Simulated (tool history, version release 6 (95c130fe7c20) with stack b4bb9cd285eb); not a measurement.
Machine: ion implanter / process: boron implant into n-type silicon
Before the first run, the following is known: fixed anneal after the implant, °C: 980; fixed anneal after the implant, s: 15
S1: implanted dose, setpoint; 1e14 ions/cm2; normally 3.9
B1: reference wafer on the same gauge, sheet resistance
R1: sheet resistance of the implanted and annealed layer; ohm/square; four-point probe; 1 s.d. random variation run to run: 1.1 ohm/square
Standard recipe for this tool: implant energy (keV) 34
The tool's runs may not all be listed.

{"run": 1, "hour": 0.0, "S1": 3.9, "implant energy (keV)": 34, "B1": 283.91, "R1": 238.43}
{"run": 2, "hour": 67.0, "S1": 3.61, "implant energy (keV)": 34, "B1": 283.81, "R1": 251.85}
{"run": 3, "hour": 174.5, "S1": 3.61, "implant energy (keV)": 34, "B1": 284.06, "R1": 252.61}
{"run": 4, "hour": 269.8, "S1": 3.9, "implant energy (keV)": 34, "B1": 283.81, "R1": 238.15}
{"run": 5, "hour": 319.1, "S1": 3.9, "implant energy (keV)": 34, "B1": 284.03, "R1": 238.64}
{"run": 6, "hour": 372.4, "S1": 3.9, "implant energy (keV)": 34, "B1": 283.83, "R1": 238.54}
{"run": 7, "hour": 441.1, "S1": 3.9, "implant energy (keV)": 38, "B1": 284.14, "R1": 236.21}
{"run": 8, "hour": 492.2, "S1": 3.9, "implant energy (keV)": 38, "B1": 283.98, "R1": 237.02}
{"run": 9, "hour": 541.8, "S1": 3.9, "implant energy (keV)": 38, "B1": 283.87, "R1": 234.74}
{"hour": 604.5, "done": "gauge calibrated"}
{"run": 10, "hour": 614.0, "S1": 3.9, "implant energy (keV)": 34, "B1": 283.75, "R1": 237.72}
{"run": 11, "hour": 685.3, "S1": 3.9, "implant energy (keV)": 34, "B1": 283.49, "R1": 237.91}
{"run": 12, "hour": 730.1, "S1": 3.9, "implant energy (keV)": 28.5, "B1": 284.02, "R1": 240.22}
{"run": 13, "hour": 787.3, "S1": 4.47, "implant energy (keV)": 34, "B1": 284.01, "R1": 212.12}
{"hour": 855.2, "done": "Faraday cup replaced and dose calibrated"}
{"run": 14, "hour": 887.8, "S1": 4.47, "implant energy (keV)": 34, "B1": 283.74, "R1": 222.03}
{"run": 15, "hour": 995.4, "S1": 3.9, "implant energy (keV)": 34, "B1": 283.79, "R1": 241.28}
{"run": 16, "hour": 1053.1, "S1": 5.05, "implant energy (keV)": 43, "B1": 283.7, "R1": 199.36}
{"run": 17, "hour": 1107.6, "S1": 3.9, "implant energy (keV)": 34, "B1": 283.97, "R1": 243.16}
{"run": 18, "hour": 1145.5, "S1": 3.31, "implant energy (keV)": 34, "B1": 283.82, "R1": 274.83}
{"hour": 1165.1, "done": "extraction supply calibrated"}
{"run": 19, "hour": 1239.9, "S1": 4.42, "implant energy (keV)": 42.5, "B1": 284.12, "R1": 218.96}
{"run": 20, "hour": 1341.6, "S1": 4.19, "implant energy (keV)": 28.5, "B1": 284.1, "R1": 231.66}
{"run": 21, "hour": 1429.9, "S1": 3.08, "implant energy (keV)": 37.5, "B1": 284.35, "R1": 284.94}
{"run": 22, "hour": 1500.2, "S1": 3.9, "implant energy (keV)": 34, "B1": 283.8, "R1": 239.44}
{"run": 23, "hour": 1537.1, "S1": 3.54, "implant energy (keV)": 27.5, "B1": 284.03, "R1": 263.17}
{"run": 24, "hour": 1617.1, "S1": 3.9, "implant energy (keV)": 25, "B1": 283.86, "R1": 245.12}
{"run": 25, "hour": 1658.7, "S1": 3.58, "implant energy (keV)": 44.5, "B1": 284.33, "R1": 249.47}
{"run": 26, "hour": 1702.4, "S1": 4.23, "implant energy (keV)": 38, "B1": 284.1, "R1": 224.08}
{"run": 27, "hour": 1800.1, "S1": 3.9, "implant energy (keV)": 34, "B1": 283.57, "R1": 239.63}
{"run": 28, "hour": 1848.3, "S1": 2.99, "implant energy (keV)": 26, "B1": 284.04, "R1": 298.41}
{"run": 29, "hour": 1898.6, "S1": 4.56, "implant energy (keV)": 38.5, "B1": 284.06, "R1": 210.43}
{"run": 30, "hour": 1972.1, "S1": 4.74, "implant energy (keV)": 34, "B1": 284.06, "R1": 206.06}

Alternative continuations, all from the tool just after run 30; predict every row:
{"run": "A", "hour": 1972.5, "S1": 3.9, "implant energy (keV)": 34, "B1": "?", "R1": "?"}
{"run": "B", "hour": 1972.5, "S1": 3.49, "implant energy (keV)": 34, "B1": "?", "R1": "?"}
{"run": "C", "hour": 1972.5, "S1": 3.52, "implant energy (keV)": 24, "B1": "?", "R1": "?"}
{"run": "D", "hour": 1972.5, "S1": 3.32, "implant energy (keV)": 40.5, "B1": "?", "R1": "?"}

run=A B1=284.1 R1=239.54
run=B B1=284.1 R1=260.06
run=C B1=284.1 R1=264.72
run=D B1=284.1 R1=265.68
With no hidden state in the tool, these same runs would have given:
run=A R1=245.83
run=B R1=266.76
run=C R1=271.83
run=D R1=272.28
